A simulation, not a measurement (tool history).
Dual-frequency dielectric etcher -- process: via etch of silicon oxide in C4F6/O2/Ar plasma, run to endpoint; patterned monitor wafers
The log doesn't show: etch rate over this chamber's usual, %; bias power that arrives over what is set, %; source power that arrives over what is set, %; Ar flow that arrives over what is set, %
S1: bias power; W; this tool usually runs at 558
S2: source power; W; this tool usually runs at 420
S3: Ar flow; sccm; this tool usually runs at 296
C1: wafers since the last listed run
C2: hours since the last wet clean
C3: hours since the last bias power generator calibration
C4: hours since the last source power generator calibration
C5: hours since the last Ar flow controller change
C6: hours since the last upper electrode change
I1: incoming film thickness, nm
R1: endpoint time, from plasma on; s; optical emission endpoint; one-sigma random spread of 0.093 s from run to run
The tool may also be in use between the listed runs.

{"run": 1, "hour": 0.0, "S1": 558, "S2": 420, "S3": 296, "C1": 0, "C2": 38.3, "C3": 2545.7, "C4": 3177.1, "C5": 3009.4, "C6": 3572.0, "I1": 70.6, "R1": 15.1}
{"run": 2, "hour": 22.0, "S1": 558, "S2": 420, "S3": 296, "C1": 429, "C2": 60.3, "C3": 2567.7, "C4": 3199.1, "C5": 3031.4, "C6": 3594.0, "I1": 71.3, "R1": 15.2}
{"run": 3, "hour": 52.1, "S1": 558, "S2": 420, "S3": 296, "C1": 587, "C2": 90.4, "C3": 2597.8, "C4": 3229.2, "C5": 3061.5, "C6": 3624.1, "I1": 71.3, "R1": 15.1}
{"run": 4, "hour": 71.3, "S1": 600, "S2": 420, "S3": 296, "C1": 374, "C2": 109.6, "C3": 2617.0, "C4": 3248.4, "C5": 3080.7, "C6": 3643.3, "I1": 70.9, "R1": 14.6}
{"run": 5, "hour": 102.2, "S1": 558, "S2": 420, "S3": 296, "C1": 603, "C2": 140.5, "C3": 2647.9, "C4": 3279.3, "C5": 3111.6, "C6": 3674.2, "I1": 71.5, "R1": 15.1}
{"run": 6, "hour": 134.6, "S1": 558, "S2": 420, "S3": 296, "C1": 632, "C2": 172.9, "C3": 2680.3, "C4": 3311.7, "C5": 3144.0, "C6": 3706.6, "I1": 71.9, "R1": 15.3}
{"run": 7, "hour": 157.5, "S1": 558, "S2": 420, "S3": 296, "C1": 447, "C2": 195.8, "C3": 2703.2, "C4": 3334.6, "C5": 3166.9, "C6": 3729.5, "I1": 70.7, "R1": 14.9}
{"hour": 170.0, "done": "Ar flow controller replaced"}
{"run": 8, "hour": 171.3, "S1": 558, "S2": 420, "S3": 296, "C1": 152, "C2": 209.6, "C3": 2717.0, "C4": 3348.4, "C5": 1.3, "C6": 3743.3, "I1": 71.6, "R1": 15.2}
{"run": 9, "hour": 191.0, "S1": 558, "S2": 420, "S3": 296, "C1": 384, "C2": 229.3, "C3": 2736.7, "C4": 3368.1, "C5": 21.0, "C6": 3763.0, "I1": 72.0, "R1": 15.3}
{"hour": 217.2, "done": "source power generator calibrated"}
{"run": 10, "hour": 219.5, "S1": 558, "S2": 420, "S3": 296, "C1": 478, "C2": 257.8, "C3": 2765.2, "C4": 2.3, "C5": 49.5, "C6": 3791.5, "I1": 71.4, "R1": 15.0}
{"run": 11, "hour": 238.4, "S1": 628, "S2": 370, "S3": 296, "C1": 368, "C2": 276.7, "C3": 2784.1, "C4": 21.2, "C5": 68.4, "C6": 3810.4, "I1": 70.8, "R1": 15.0}
{"run": 12, "hour": 255.1, "S1": 628, "S2": 370, "S3": 296, "C1": 326, "C2": 293.4, "C3": 2800.8, "C4": 37.9, "C5": 85.1, "C6": 3827.1, "I1": 71.6, "R1": 15.3}
{"run": 13, "hour": 269.2, "S1": 558, "S2": 420, "S3": 296, "C1": 275, "C2": 307.5, "C3": 2814.9, "C4": 52.0, "C5": 99.2, "C6": 3841.2, "I1": 71.7, "R1": 15.1}
{"run": 14, "hour": 297.9, "S1": 558, "S2": 460, "S3": 296, "C1": 560, "C2": 336.2, "C3": 2843.6, "C4": 80.7, "C5": 127.9, "C6": 3869.9, "I1": 72.0, "R1": 14.7}
{"run": 15, "hour": 319.5, "S1": 624, "S2": 420, "S3": 260, "C1": 421, "C2": 357.8, "C3": 2865.2, "C4": 102.3, "C5": 149.5, "C6": 3891.5, "I1": 71.4, "R1": 14.7}
{"run": 16, "hour": 350.2, "S1": 444, "S2": 420, "S3": 296, "C1": 599, "C2": 388.5, "C3": 2895.9, "C4": 133.0, "C5": 180.2, "C6": 3922.2, "I1": 71.1, "R1": 15.9}
{"hour": 374.2, "done": "bias power generator calibrated"}
{"run": 17, "hour": 374.7, "S1": 508, "S2": 420, "S3": 296, "C1": 400, "C2": 413.0, "C3": 0.5, "C4": 157.5, "C5": 204.7, "C6": 3946.7, "I1": 71.3, "R1": 15.5}
{"run": 18, "hour": 405.1, "S1": 480, "S2": 420, "S3": 246, "C1": 593, "C2": 443.4, "C3": 30.9, "C4": 187.9, "C5": 235.1, "C6": 3977.1, "I1": 70.8, "R1": 15.4}
{"run": 19, "hour": 434.7, "S1": 628, "S2": 370, "S3": 296, "C1": 577, "C2": 473.0, "C3": 60.5, "C4": 217.5, "C5": 264.7, "C6": 4006.7, "I1": 71.7, "R1": 15.4}
{"hour": 471.4, "done": "wet clean of the chamber"}
{"run": 20, "hour": 471.9, "S1": 628, "S2": 370, "S3": 296, "C1": 257, "C2": 0.5, "C3": 97.7, "C4": 254.7, "C5": 301.9, "C6": 4043.9, "I1": 71.8, "R1": 15.4}
{"run": 21, "hour": 479.8, "S1": 558, "S2": 370, "S3": 321, "C1": 154, "C2": 8.4, "C3": 105.6, "C4": 262.6, "C5": 309.8, "C6": 4051.8, "I1": 71.3, "R1": 15.8}
{"hour": 513.1, "done": "upper electrode replaced"}
{"run": 22, "hour": 513.6, "S1": 558, "S2": 390, "S3": 331, "C1": 191, "C2": 42.2, "C3": 139.4, "C4": 296.4, "C5": 343.6, "C6": 0.5, "I1": 70.5, "R1": 15.2}
{"run": 23, "hour": 516.8, "S1": 628, "S2": 370, "S3": 296, "C1": 62, "C2": 45.4, "C3": 142.6, "C4": 299.6, "C5": 346.8, "C6": 3.7, "I1": 71.1, "R1": 15.1}
{"run": 24, "hour": 535.3, "S1": 681, "S2": 340, "S3": 296, "C1": 361, "C2": 63.9, "C3": 161.1, "C4": 318.1, "C5": 365.3, "C6": 22.2, "I1": 71.1, "R1": 15.2}
{"run": 25, "hour": 549.4, "S1": 658, "S2": 390, "S3": 296, "C1": 275, "C2": 78.0, "C3": 175.2, "C4": 332.2, "C5": 379.4, "C6": 36.3, "I1": 72.1, "R1": 14.8}
{"run": 26, "hour": 568.4, "S1": 499, "S2": 460, "S3": 358, "C1": 370, "C2": 97.0, "C3": 194.2, "C4": 351.2, "C5": 398.4, "C6": 55.3, "I1": 71.3, "R1": 15.4}
{"run": 27, "hour": 590.3, "S1": 558, "S2": 490, "S3": 296, "C1": 427, "C2": 118.9, "C3": 216.1, "C4": 373.1, "C5": 420.3, "C6": 77.2, "I1": 71.2, "R1": 14.4}
{"run": 28, "hour": 623.7, "S1": 691, "S2": 340, "S3": 227, "C1": 652, "C2": 152.3, "C3": 249.5, "C4": 406.5, "C5": 453.7, "C6": 110.6, "I1": 70.8, "R1": 14.5}
{"run": 29, "hour": 655.2, "S1": 453, "S2": 470, "S3": 251, "C1": 614, "C2": 183.8, "C3": 281.0, "C4": 438.0, "C5": 485.2, "C6": 142.1, "I1": 71.2, "R1": 15.1}

For each run, what was the tool's unlogged condition?
etch rate over this chamber's usual, %: 0 in every run
bias power that arrives over what is set, %: 0 in every run
source power that arrives over what is set, %: 0 in every run
Ar flow that arrives over what is set, %: 0 in every run
